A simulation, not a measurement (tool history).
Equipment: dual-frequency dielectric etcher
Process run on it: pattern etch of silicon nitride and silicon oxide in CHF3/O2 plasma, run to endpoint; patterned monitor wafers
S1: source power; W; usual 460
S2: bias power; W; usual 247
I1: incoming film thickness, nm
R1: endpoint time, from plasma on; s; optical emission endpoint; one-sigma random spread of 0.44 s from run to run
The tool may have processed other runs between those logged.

run,day,S1,S2,I1,R1
1,0,460,247,211,142.1
2,1.533,460,247,210.1,141
3,4.208,460,207,213.3,151.5
4,5.842,460,207,212,150.6
5,9.125,460,247,213.1,143.5
6,12.771,460,247,209.7,139.9
# day 14.508: wet clean of the chamber
7,16.575,460,247,212.1,142.2
8,20.75,460,247,209.7,141
9,23.388,460,247,211.8,142
10,25.975,460,247,209.2,140.4
11,28.079,460,247,210.9,141.4
12,30.321,460,247,211.3,141.8
13,34.467,460,247,209.6,141.1
14,38.946,460,247,213.9,142.9
# day 40.479: wet clean of the chamber
# day 41.829: source power generator calibrated
15,42.367,460,247,212.7,141
16,45.488,460,247,210.9,139.4
17,49.188,410,302,211.6,135.7
18,51.554,460,247,211.6,139.8
19,64.3,460,207,210.2,148.2
# day 66.742: wet clean of the chamber
20,66.762,460,247,213.2,141.4
# day 69.65: bias power generator calibrated
21,69.671,430,196,211.9,156.7
22,73.988,400,303,209.9,136.7
# day 76.883: upper electrode replaced, of another model than before
23,77.721,380,298,210.4,145.7
24,80.692,460,247,212.8,143.8
25,83.4,380,215,213,175.5
26,84.942,350,276,211.6,161.3
27,86.608,560,191,211.3,143.6
28,88.279,510,201,212,148.8
29,91.996,510,224,213.7,142.6
30,94.412,570,291,212,117.7
# day 95.462: wet clean of the chamber
31,98.846,380,221,209.3,169.8
32,101.358,460,247,214,145.3
33,103.379,460,247,209.6,142.2

Forecast each of these 4 alternatives for the next run:
A,103.4,460,247,212,?
B,103.4,400,201,212,?
C,103.4,430,220,212,?
D,103.4,390,269,212,?

run,R1
A,143.8
B,174.8
C,159
D,153.4
What these runs would have given with no unlogged condition in the tool:
run,R1
A,139.9
B,170
C,154.7
D,149.3
